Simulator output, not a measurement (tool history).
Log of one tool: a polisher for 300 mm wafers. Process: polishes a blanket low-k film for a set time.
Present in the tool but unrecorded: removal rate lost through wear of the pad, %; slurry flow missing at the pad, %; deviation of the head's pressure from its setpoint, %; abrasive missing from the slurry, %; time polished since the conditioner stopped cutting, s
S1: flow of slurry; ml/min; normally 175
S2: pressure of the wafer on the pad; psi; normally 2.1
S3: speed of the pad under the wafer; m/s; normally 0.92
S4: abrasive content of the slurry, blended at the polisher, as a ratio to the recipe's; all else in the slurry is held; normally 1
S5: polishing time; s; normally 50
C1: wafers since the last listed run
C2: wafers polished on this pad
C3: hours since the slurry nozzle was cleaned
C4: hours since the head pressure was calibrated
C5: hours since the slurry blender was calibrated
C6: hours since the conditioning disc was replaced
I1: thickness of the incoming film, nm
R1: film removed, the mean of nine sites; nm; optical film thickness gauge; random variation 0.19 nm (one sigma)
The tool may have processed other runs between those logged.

run	hour	S1	S2	S3	S4	S5	C1	C2	C3	C4	C5	C6	I1	R1
1	0	175	2.1	0.92	1	50	0	404	445.6	5.8	77.6	18.1	662.2	19.8
2	7	175	2.1	0.92	1	50	75	479	452.6	12.8	84.6	25.1	667.7	20.2
3	23	175	2.1	0.92	1	50	173	653	468.6	28.8	100.6	41.1	673.2	19.7
4	36.5	120	2.1	0.92	1	50	146	799	482.1	42.3	114.1	54.6	662.1	18.8
5	46.1	175	2.1	0.92	1.15	50	103	903	491.7	51.9	123.7	64.2	663	21.7
# hour 64.5: worn pad replaced by a new one, of another model than before
6	65	175	2.1	1.2	0.8	50	161	4	510.6	70.8	142.6	83.1	666.6	22
7	69.3	175	2.1	0.92	1	50	46	51	514.9	75.1	146.9	87.4	667.9	20.3
8	84.6	175	2.1	0.92	1	50	165	217	530.2	90.4	162.2	102.7	658.7	20.3
9	94.4	125	2.3	1.04	0.7	50	106	323	540	100.2	172	112.5	658.8	17.5
10	106.1	175	2.1	0.92	1	50	126	450	551.7	111.9	183.7	124.2	653.7	20.1
11	117.4	175	2.1	0.78	1	67	122	572	563	123.2	195	135.5	665.5	22.9
12	129.6	175	2.1	0.92	1.1	44	132	704	575.2	135.4	207.2	147.7	659	18.9
# hour 131: slurry nozzle cleaned
13	140.2	175	2.4	1.06	1.15	50	103	808	9.2	146	217.8	158.3	659.2	27.8
14	155.6	175	2.1	1.18	1	50	166	975	24.6	161.4	233.2	173.7	665.5	26.1
# hour 161.8: slurry blender recalibrated
# hour 168.4: worn pad replaced by a new one
15	168.9	175	2.6	0.92	1.25	50	79	5	37.9	174.7	7.1	187	659.2	26.8
16	174	190	2.1	0.92	1	41	55	60	43	179.8	12.2	192.1	660	17.2
17	180.5	175	2.1	1	1.2	44	70	131	49.5	186.3	18.7	198.6	657.1	21.7
18	194.7	175	2.6	0.92	1.1	50	153	285	63.7	200.5	32.9	212.8	660.8	24.4
19	231.3	175	2.1	0.92	1	50	396	681	100.3	237.1	69.5	249.4	647.8	20
20	241.9	175	2.1	0.62	1	50	114	796	110.9	247.7	80.1	260	657.5	13.6
21	256.5	175	2.1	0.92	1	50	158	954	125.5	262.3	94.7	274.6	656.5	20.8
22	265.6	175	2.1	0.66	1	36	98	1053	134.6	271.4	103.8	283.7	645.8	10.5
# hour 280.2: worn pad replaced by a new one
23	281.8	195	2.6	0.92	1.1	64	132	17	150.8	287.6	120	299.9	658.5	31.8
24	296.5	205	2.4	1.12	1	64	159	176	165.5	302.3	134.7	314.6	654.4	34.8
25	306.5	195	2.5	0.66	1.15	50	108	284	175.5	312.3	144.7	324.6	655.5	17.6

5 options for the next run, each taken on its own from the tool as it stands now. Forecast them:
A	306.9	175	2.1	0.92	0.75	50	4	288	175.9	312.7	145.1	325	656.1	?
B	306.9	130	1.8	0.74	1.25	50	4	288	175.9	312.7	145.1	325	656.1	?
C	306.9	175	2.1	0.92	1	65	4	288	175.9	312.7	145.1	325	656.1	?
D	306.9	175	2.1	0.92	1	41	4	288	175.9	312.7	145.1	325	656.1	?
E	306.9	205	2.1	0.92	1	43	4	288	175.9	312.7	145.1	325	656.1	?

run	R1
A	16.6
B	16.7
C	26.6
D	16.8
E	17.8
What these runs would have given with no unlogged condition in the tool:
run	R1
A	16.9
B	17.1
C	27.2
D	17.1
E	18.1

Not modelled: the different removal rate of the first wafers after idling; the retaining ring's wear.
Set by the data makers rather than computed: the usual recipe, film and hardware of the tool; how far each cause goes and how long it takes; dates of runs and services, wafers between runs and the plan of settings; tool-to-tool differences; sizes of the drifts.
